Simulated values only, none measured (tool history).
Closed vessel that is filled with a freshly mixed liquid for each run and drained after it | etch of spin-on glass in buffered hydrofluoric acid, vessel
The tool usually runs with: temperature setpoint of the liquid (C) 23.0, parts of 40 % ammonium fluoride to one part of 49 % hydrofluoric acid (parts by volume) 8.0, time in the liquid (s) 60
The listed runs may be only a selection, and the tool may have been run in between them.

| run | hour | temperature setpoint of the liquid (C) | parts of 40 % ammonium fluoride to one part of 49 % hydrofluoric acid (parts by volume) | time in the liquid (s) | wafers since the last listed run | hours since the thermometer was replaced | hours since the hydrofluoric acid flow meter was replaced | hours since the gauge calibration | read-back film thickness of the spin-on glass reference wafer, read on the same gauge (nm) | thickness taken off the spin-on glass on a monitor wafer (Å) |
|---|---|---|---|---|---|---|---|---|---|---|
| 1 | 0.0 | 21.0 | 8.0 | 60 | 0 | 805.7 | 627.2 | 2130.4 | 149.99 | 1532.5 |
| 2 | 50.2 | 26.0 | 8.0 | 60 | 7387 | 855.9 | 677.4 | 2180.6 | 149.98 | 2024.9 |
| 3 | 118.4 | 26.0 | 8.0 | 60 | 10035 | 924.1 | 745.6 | 2248.8 | 150.00 | 2038.6 |
| 4 | 165.6 | 26.0 | 8.0 | 60 | 6945 | 971.3 | 792.8 | 2296.0 | 149.96 | 2052.5 |
|  | 186.5 | gauge calibrated |
| 5 | 222.3 | 21.5 | 8.0 | 85 | 8343 | 1028.0 | 849.5 | 35.8 | 149.95 | 2248.3 |
| 6 | 249.1 | 21.5 | 8.0 | 85 | 3943 | 1054.8 | 876.3 | 62.6 | 149.97 | 2274.0 |
|  | 256.0 | hydrofluoric acid flow meter replaced |
| 7 | 281.2 | 19.5 | 8.0 | 60 | 4576 | 1086.9 | 25.2 | 94.7 | 150.01 | 1431.6 |
| 8 | 314.2 | 19.5 | 8.0 | 60 | 4856 | 1119.9 | 58.2 | 127.7 | 150.04 | 1426.2 |
| 9 | 347.9 | 23.0 | 9.5 | 60 | 4959 | 1153.6 | 91.9 | 161.4 | 150.00 | 1484.1 |
| 10 | 382.8 | 23.0 | 9.5 | 60 | 5135 | 1188.5 | 126.8 | 196.3 | 150.01 | 1473.6 |
| 11 | 432.3 | 23.0 | 9.5 | 60 | 7284 | 1238.0 | 176.3 | 245.8 | 149.98 | 1486.6 |
| 12 | 610.5 | 23.0 | 8.0 | 45 | 26222 | 1416.2 | 354.5 | 424.0 | 150.07 | 1311.8 |
| 13 | 657.6 | 23.0 | 8.0 | 45 | 6930 | 1463.3 | 401.6 | 471.1 | 150.00 | 1317.0 |
| 14 | 830.9 | 23.0 | 8.0 | 60 | 25501 | 1636.6 | 574.9 | 644.4 | 150.01 | 1769.6 |
| 15 | 901.7 | 26.5 | 10.0 | 75 | 10418 | 1707.4 | 645.7 | 715.2 | 150.00 | 2186.2 |
| 16 | 954.2 | 23.0 | 8.0 | 60 | 7725 | 1759.9 | 698.2 | 767.7 | 150.02 | 1753.9 |
| 17 | 1020.2 | 19.0 | 11.0 | 30 | 9712 | 1825.9 | 764.2 | 833.7 | 149.97 | 533.4 |
| 18 | 1078.4 | 23.0 | 8.0 | 60 | 8564 | 1884.1 | 822.4 | 891.9 | 150.02 | 1767.9 |
| 19 | 1106.2 | 23.0 | 8.0 | 60 | 4090 | 1911.9 | 850.2 | 919.7 | 150.02 | 1774.1 |
| 20 | 1138.8 | 21.5 | 9.0 | 50 | 4797 | 1944.5 | 882.8 | 952.3 | 149.96 | 1191.8 |

Run 21, settings as shown, results not yet in. Your forecast:
| 21 | 1166.3 | 23.0 | 6.5 | 75 | 4046 | 1972.0 | 910.3 | 979.8 | ? | ? |

{"run 21": {"read-back film thickness of the spin-on glass reference wafer, read on the same gauge (nm)": 150.04, "thickness taken off the spin-on glass on a monitor wafer (Å)": 2754.6}}
With the hidden condition absent and the run-to-run variation left alone, this run would have shown thickness taken off the spin-on glass on a monitor wafer (Å) 2587.0.
